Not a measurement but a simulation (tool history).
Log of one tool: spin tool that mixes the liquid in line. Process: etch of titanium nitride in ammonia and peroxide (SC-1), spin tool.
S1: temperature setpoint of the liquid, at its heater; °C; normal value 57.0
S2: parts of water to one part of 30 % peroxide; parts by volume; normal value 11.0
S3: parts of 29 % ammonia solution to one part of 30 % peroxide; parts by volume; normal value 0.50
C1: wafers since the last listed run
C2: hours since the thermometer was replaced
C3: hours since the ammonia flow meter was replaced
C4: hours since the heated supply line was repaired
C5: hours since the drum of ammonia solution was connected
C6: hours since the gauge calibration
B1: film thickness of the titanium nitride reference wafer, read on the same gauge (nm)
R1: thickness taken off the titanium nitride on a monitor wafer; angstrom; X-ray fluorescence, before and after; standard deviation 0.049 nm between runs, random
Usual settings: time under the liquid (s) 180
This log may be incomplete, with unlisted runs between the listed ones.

run 1 hour=0.0 | S1=64.0 S2=11.0 S3=0.50 time_under_the_liquid_(s)=180 | C1=0 C2=2153.4 C3=1149.7 C4=1713.9 C5=347.6 C6=440.6 | B1=29.99 | R1=142.6
run 2 hour=29.1 | S1=64.0 S2=11.0 S3=0.50 time_under_the_liquid_(s)=180 | C1=183 C2=2182.5 C3=1178.8 C4=1743.0 C5=376.7 C6=469.7 | B1=30.02 | R1=142.9
-- hour=38.3 gauge calibrated
run 3 hour=54.4 | S1=64.0 S2=11.0 S3=0.50 time_under_the_liquid_(s)=180 | C1=159 C2=2207.8 C3=1204.1 C4=1768.3 C5=402.0 C6=16.1 | B1=29.98 | R1=142.3
run 4 hour=84.3 | S1=57.0 S2=11.0 S3=0.50 time_under_the_liquid_(s)=180 | C1=188 C2=2237.7 C3=1234.0 C4=1798.2 C5=431.9 C6=46.0 | B1=29.95 | R1=89.0
run 5 hour=105.3 | S1=57.0 S2=11.0 S3=0.50 time_under_the_liquid_(s)=180 | C1=132 C2=2258.7 C3=1255.0 C4=1819.2 C5=452.9 C6=67.0 | B1=30.01 | R1=89.1
run 6 hour=212.6 | S1=57.0 S2=11.0 S3=0.50 time_under_the_liquid_(s)=180 | C1=675 C2=2366.0 C3=1362.3 C4=1926.5 C5=560.2 C6=174.3 | B1=30.03 | R1=88.3
-- hour=303.0 thermometer replaced
run 7 hour=316.7 | S1=57.0 S2=11.0 S3=0.50 time_under_the_liquid_(s)=180 | C1=648 C2=13.7 C3=1466.4 C4=2030.6 C5=664.3 C6=278.4 | B1=30.00 | R1=88.2
-- hour=324.1 heated supply line repaired
-- hour=329.5 ammonia flow meter replaced
run 8 hour=330.0 | S1=57.0 S2=11.0 S3=0.50 time_under_the_liquid_(s)=180 | C1=71 C2=27.0 C3=0.5 C4=5.9 C5=677.6 C6=291.7 | B1=30.01 | R1=79.4
run 9 hour=341.7 | S1=57.0 S2=11.0 S3=0.50 time_under_the_liquid_(s)=180 | C1=73 C2=38.7 C3=12.2 C4=17.6 C5=689.3 C6=303.4 | B1=29.97 | R1=78.5
run 10 hour=373.9 | S1=57.0 S2=11.0 S3=0.50 time_under_the_liquid_(s)=180 | C1=202 C2=70.9 C3=44.4 C4=49.8 C5=721.5 C6=335.6 | B1=29.98 | R1=79.0
run 11 hour=396.5 | S1=57.0 S2=11.0 S3=0.55 time_under_the_liquid_(s)=180 | C1=142 C2=93.5 C3=67.0 C4=72.4 C5=744.1 C6=358.2 | B1=30.05 | R1=79.7
-- hour=397.6 gauge calibrated
-- hour=415.0 heated supply line repaired, repeated, since the last time left the tool worse
run 12 hour=426.6 | S1=53.5 S2=8.0 S3=0.75 time_under_the_liquid_(s)=180 | C1=183 C2=123.6 C3=97.1 C4=11.6 C5=774.2 C6=29.0 | B1=29.97 | R1=102.0
run 13 hour=442.6 | S1=57.0 S2=6.0 S3=0.50 time_under_the_liquid_(s)=180 | C1=100 C2=139.6 C3=113.1 C4=27.6 C5=790.2 C6=45.0 | B1=30.04 | R1=139.2
run 14 hour=458.8 | S1=57.0 S2=11.0 S3=0.50 time_under_the_liquid_(s)=180 | C1=101 C2=155.8 C3=129.3 C4=43.8 C5=806.4 C6=61.2 | B1=30.06 | R1=102.3
-- hour=479.2 new drum of ammonia solution connected
run 15 hour=482.9 | S1=54.0 S2=8.0 S3=0.70 time_under_the_liquid_(s)=245 | C1=145 C2=179.9 C3=153.4 C4=67.9 C5=3.7 C6=85.3 | B1=30.02 | R1=140.2
run 16 hour=507.4 | S1=57.0 S2=16.0 S3=0.60 time_under_the_liquid_(s)=95 | C1=154 C2=204.4 C3=177.9 C4=92.4 C5=28.2 C6=109.8 | B1=29.98 | R1=45.0
run 17 hour=540.9 | S1=57.0 S2=11.0 S3=0.50 time_under_the_liquid_(s)=180 | C1=210 C2=237.9 C3=211.4 C4=125.9 C5=61.7 C6=143.3 | B1=30.07 | R1=100.3
run 18 hour=560.5 | S1=57.0 S2=11.0 S3=0.50 time_under_the_liquid_(s)=180 | C1=123 C2=257.5 C3=231.0 C4=145.5 C5=81.3 C6=162.9 | B1=30.05 | R1=100.7
run 19 hour=574.6 | S1=57.0 S2=11.0 S3=0.50 time_under_the_liquid_(s)=180 | C1=88 C2=271.6 C3=245.1 C4=159.6 C5=95.4 C6=177.0 | B1=29.96 | R1=101.2
run 20 hour=655.7 | S1=51.0 S2=8.0 S3=0.30 time_under_the_liquid_(s)=180 | C1=510 C2=352.7 C3=326.2 C4=240.7 C5=176.5 C6=258.1 | B1=30.01 | R1=71.6

Below are 4 alternative next runs, each starting from the tool's condition after run 20. Predict each:
run A hour=656.2 | S1=57.0 S2=11.0 S3=0.50 time_under_the_liquid_(s)=180 | C1=3 C2=353.2 C3=326.7 C4=241.2 C5=177.0 C6=258.6 | B1=? | R1=?
run B hour=656.2 | S1=57.0 S2=11.0 S3=0.50 time_under_the_liquid_(s)=255 | C1=3 C2=353.2 C3=326.7 C4=241.2 C5=177.0 C6=258.6 | B1=? | R1=?
run C hour=656.2 | S1=57.0 S2=11.0 S3=0.35 time_under_the_liquid_(s)=180 | C1=3 C2=353.2 C3=326.7 C4=241.2 C5=177.0 C6=258.6 | B1=? | R1=?
run D hour=656.2 | S1=62.0 S2=15.5 S3=0.70 time_under_the_liquid_(s)=180 | C1=3 C2=353.2 C3=326.7 C4=241.2 C5=177.0 C6=258.6 | B1=? | R1=?

run=A B1=29.96 R1=100.1
run=B B1=29.96 R1=141.9
run=C B1=29.96 R1=93.9
run=D B1=29.96 R1=123.0
The same runs, with their run-to-run variation unchanged, on a tool lacking any hidden condition would have given:
run=A R1=102.6
run=B R1=145.3
run=C R1=96.2
run=D R1=125.9
